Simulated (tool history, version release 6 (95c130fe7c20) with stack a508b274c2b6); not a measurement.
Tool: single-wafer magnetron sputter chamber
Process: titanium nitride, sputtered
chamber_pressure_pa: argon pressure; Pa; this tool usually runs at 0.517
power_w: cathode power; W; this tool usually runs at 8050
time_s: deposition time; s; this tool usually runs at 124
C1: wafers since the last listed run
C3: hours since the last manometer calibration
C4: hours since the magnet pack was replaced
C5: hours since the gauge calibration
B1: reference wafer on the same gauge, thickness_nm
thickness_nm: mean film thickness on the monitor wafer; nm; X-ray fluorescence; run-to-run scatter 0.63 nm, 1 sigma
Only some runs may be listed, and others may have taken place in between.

Run 1, hour 0.0: usual settings but chamber_pressure_pa 0.652 Pa, time_s 141 s; C1 0; wafers on the sputter target 2136; C3 1258.4; C4 5004.1; C5 138.7; B1 145.943. Result: thickness_nm 178.254 nm.
Run 2, hour 8.0: usual settings; C1 64; wafers on the sputter target 2200; C3 1266.4; C4 5012.1; C5 146.7; B1 146.030. Result: thickness_nm 165.992 nm.
Run 3, hour 26.0: usual settings but power_w 9100 W; C1 144; wafers on the sputter target 2344; C3 1284.4; C4 5030.1; C5 164.7; B1 145.935. Result: thickness_nm 185.036 nm.
Run 4, hour 33.3: usual settings; C1 58; wafers on the sputter target 2403; C3 1291.7; C4 5037.4; C5 172.0; B1 146.288. Result: thickness_nm 164.900 nm.
Run 5, hour 49.6: usual settings; C1 130; wafers on the sputter target 2534; C3 1308.0; C4 5053.7; C5 188.3; B1 146.068. Result: thickness_nm 165.220 nm.
Run 6, hour 58.9: usual settings; C1 74; wafers on the sputter target 2608; C3 1317.3; C4 5063.0; C5 197.6; B1 145.741. Result: thickness_nm 165.339 nm.
Run 7, hour 71.1: usual settings; C1 97; wafers on the sputter target 2706; C3 1329.5; C4 5075.2; C5 209.8; B1 145.994. Result: thickness_nm 165.005 nm.
At hour 74.6: gauge calibrated.
Run 8, hour 84.2: usual settings; C1 105; wafers on the sputter target 2811; C3 1342.6; C4 5088.3; C5 9.6; B1 146.022. Result: thickness_nm 163.759 nm.
At hour 99.1: magnet pack replaced, of another model than before.
Run 9, hour 99.6: usual settings; C1 59; wafers on the sputter target 2870; C3 1358.0; C4 0.5; C5 25.0; B1 146.126. Result: thickness_nm 164.290 nm.
Run 10, hour 115.7: usual settings; C1 129; wafers on the sputter target 2999; C3 1374.1; C4 16.6; C5 41.1; B1 145.999. Result: thickness_nm 164.382 nm.
Run 11, hour 125.0: usual settings; C1 74; wafers on the sputter target 3074; C3 1383.4; C4 25.9; C5 50.4; B1 145.979. Result: thickness_nm 162.992 nm.
Run 12, hour 141.0: usual settings; C1 128; wafers on the sputter target 3202; C3 1399.4; C4 41.9; C5 66.4; B1 146.054. Result: thickness_nm 162.716 nm.
Run 13, hour 152.9: usual settings; C1 95; wafers on the sputter target 3298; C3 1411.3; C4 53.8; C5 78.3; B1 145.924. Result: thickness_nm 162.471 nm.
Run 14, hour 169.8: usual settings but chamber_pressure_pa 0.713 Pa; C1 135; wafers on the sputter target 3433; C3 1428.2; C4 70.7; C5 95.2; B1 145.970. Result: thickness_nm 140.812 nm.
Run 15, hour 186.9: usual settings but chamber_pressure_pa 0.683 Pa, power_w 8700 W, time_s 114 s; C1 137; wafers on the sputter target 3570; C3 1445.3; C4 87.8; C5 112.3; B1 145.921. Result: thickness_nm 140.904 nm.
Run 16, hour 203.0: usual settings but chamber_pressure_pa 0.425 Pa; C1 129; wafers on the sputter target 3699; C3 1461.4; C4 103.9; C5 128.4; B1 146.131. Result: thickness_nm 173.607 nm.
Run 17, hour 212.1: usual settings but power_w 8600 W; C1 72; wafers on the sputter target 3772; C3 1470.5; C4 113.0; C5 137.5; B1 145.975. Result: thickness_nm 172.470 nm.
At hour 221.1: capacitance manometer re-zeroed and calibrated.
At hour 222.8: sputter target and shields replaced.
Run 18, hour 223.3: usual settings but chamber_pressure_pa 0.324 Pa, power_w 6650 W, time_s 106 s; C1 12; wafers on the sputter target 4; C3 2.2; C4 124.2; C5 148.7; B1 145.964. Result: thickness_nm 140.322 nm.
Run 19, hour 234.0: usual settings but chamber_pressure_pa 0.453 Pa, power_w 6400 W, time_s 109 s; C1 85; wafers on the sputter target 90; C3 12.9; C4 134.9; C5 159.4; B1 146.015. Result: thickness_nm 126.613 nm.
At hour 246.8: gauge calibrated.
Run 20, hour 274.7: usual settings but chamber_pressure_pa 0.433 Pa, power_w 8750 W; C1 326; wafers on the sputter target 416; C3 53.6; C4 175.6; C5 27.9; B1 146.198. Result: thickness_nm 192.800 nm.
Run 21, hour 288.8: usual settings; C1 113; wafers on the sputter target 529; C3 67.7; C4 189.7; C5 42.0; B1 145.991. Result: thickness_nm 168.437 nm.
Run 22, hour 298.8: usual settings but power_w 10000 W; C1 80; wafers on the sputter target 609; C3 77.7; C4 199.7; C5 52.0; B1 146.094. Result: thickness_nm 203.640 nm.
Run 23, hour 307.2: usual settings but chamber_pressure_pa 0.403 Pa; C1 67; wafers on the sputter target 677; C3 86.1; C4 208.1; C5 60.4; B1 146.045. Result: thickness_nm 182.413 nm.
Run 24, hour 321.5: usual settings but chamber_pressure_pa 0.668 Pa, time_s 141 s; C1 114; wafers on the sputter target 791; C3 100.4; C4 222.4; C5 74.7; B1 145.730. Result: thickness_nm 171.707 nm.

What if the next run were any one of these 3? Each begins from the tool's condition after run 24:
Run A, hour 321.9: usual settings but chamber_pressure_pa 0.413 Pa; C1 3; wafers on the sputter target 794; C3 100.8; C4 222.8; C5 75.1; B1 ?. Result: thickness_nm ?.
Run B, hour 321.9: usual settings but power_w 6300 W, time_s 106 s; C1 3; wafers on the sputter target 794; C3 100.8; C4 222.8; C5 75.1; B1 ?. Result: thickness_nm ?.
Run C, hour 321.9: usual settings but chamber_pressure_pa 0.689 Pa, power_w 9750 W, time_s 134 s; C1 3; wafers on the sputter target 794; C3 100.8; C4 222.8; C5 75.1; B1 ?. Result: thickness_nm ?.

run       B1  thickness_nm
  A  146.040       181.692
  B  146.040       115.752
  C  146.040       190.589
With the hidden condition removed and each run's random variation left untouched, the same runs would have given:
run  thickness_nm
  A       182.817
  B       116.469
  C       191.768

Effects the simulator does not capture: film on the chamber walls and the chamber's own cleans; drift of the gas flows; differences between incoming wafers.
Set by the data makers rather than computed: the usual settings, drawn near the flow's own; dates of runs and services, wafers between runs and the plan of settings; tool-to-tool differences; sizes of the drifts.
